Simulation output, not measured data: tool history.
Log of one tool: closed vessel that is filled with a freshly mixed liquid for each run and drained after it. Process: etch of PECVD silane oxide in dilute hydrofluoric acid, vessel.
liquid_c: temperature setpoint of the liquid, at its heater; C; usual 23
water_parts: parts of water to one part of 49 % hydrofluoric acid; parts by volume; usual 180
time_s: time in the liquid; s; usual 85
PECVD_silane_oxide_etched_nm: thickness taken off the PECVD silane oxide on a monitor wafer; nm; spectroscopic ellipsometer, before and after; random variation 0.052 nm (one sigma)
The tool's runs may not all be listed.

run	hour	liquid_c	water_parts	time_s	wafers since the last listed run	hours since the thermometer was replaced	hours since the hydrofluoric acid flow meter was replaced	hours since the gauge calibration	read-back film thickness of the PECVD silane oxide reference wafer, read on the same gauge (nm)	PECVD_silane_oxide_etched_nm
1	0	23	180	85	0	1256.9	1641.9	372.5	110.01	13.29
2	152.4	25.5	180	85	18796	1409.3	1794.3	524.9	110	14.69
3	176.9	25.5	180	85	3021	1433.8	1818.8	549.4	110	14.55
4	226.7	23	180	85	6142	1483.6	1868.6	599.2	110.01	13.39
5	254.4	23	180	85	3416	1511.3	1896.3	626.9	109.99	13.39
6	304.1	23	180	85	6129	1561	1946	676.6	109.99	13.34
7	331.5	23	180	85	3379	1588.4	1973.4	704	109.98	13.35
8	372.3	23	180	85	5032	1629.2	2014.2	744.8	110.03	13.37
# hour 433.1: hydrofluoric acid flow meter replaced
9	585.2	23	180	85	26134	1842.1	152.1	957.7	110	13.43
10	617.7	23	180	115	4008	1874.6	184.6	990.2	110	18.32
11	662.4	23	180	115	5513	1919.3	229.3	1034.9	109.99	18.01
12	703.8	23	180	60	5106	1960.7	270.7	1076.3	110	9.48
# hour 723.2: thermometer replaced
13	728.2	23	180	60	2886	5	295.1	1100.7	110.01	9.07
14	770.7	23	180	60	5241	47.5	337.6	1143.2	110	9.04
15	803.4	18.5	155	85	4033	80.2	370.3	1175.9	110	12.96
16	832.4	21	120	120	3576	109.2	399.3	1204.9	110	27
17	880.5	23	210	85	5932	157.3	447.4	1253	109.98	10.74
18	911.5	25.5	265	135	3823	188.3	478.4	1284	109.99	13.95
19	951.9	23	230	85	4982	228.7	518.8	1324.4	110	9.62
# hour 1000.2: gauge calibrated
20	1019.3	23	180	85	8312	296.1	586.2	19.1	109.99	13
21	1060.9	25	245	55	5130	337.7	627.8	60.7	110	6.18
22	1085.4	23	210	85	3021	362.2	652.3	85.2	109.98	10.81
23	1133.9	19	105	65	5981	410.7	700.8	133.7	110	15.74
24	1180.3	21	260	105	5722	457.1	747.2	180.1	109.98	9.45
25	1229.2	21	225	125	6031	506	796.1	229	110	13.61
26	1269.2	21	235	115	4933	546	836.1	269	110	11.76
27	1308.7	23	180	85	4871	585.5	875.6	308.5	109.97	13.03
28	1356.7	23	180	85	5920	633.5	923.6	356.5	110.01	13.06
29	1392.9	23	180	85	4464	669.7	959.8	392.7	109.99	12.96

3 ways to go on from here, each from the tool as it stands after run 29. What would each give?
A	1393.6	18.5	180	85	86	670.4	960.5	393.4	?	?
B	1393.6	20.5	235	85	86	670.4	960.5	393.4	?	?
C	1393.6	27	260	50	86	670.4	960.5	393.4	?	?

run	read-back film thickness of the PECVD silane oxide reference wafer, read on the same gauge (nm)	PECVD_silane_oxide_etched_nm
A	110.01	10.98
B	110.01	8.61
C	110.01	5.63
Without the tool's hidden state the same runs would have given:
run	PECVD_silane_oxide_etched_nm
A	10.72
B	8.42
C	5.51

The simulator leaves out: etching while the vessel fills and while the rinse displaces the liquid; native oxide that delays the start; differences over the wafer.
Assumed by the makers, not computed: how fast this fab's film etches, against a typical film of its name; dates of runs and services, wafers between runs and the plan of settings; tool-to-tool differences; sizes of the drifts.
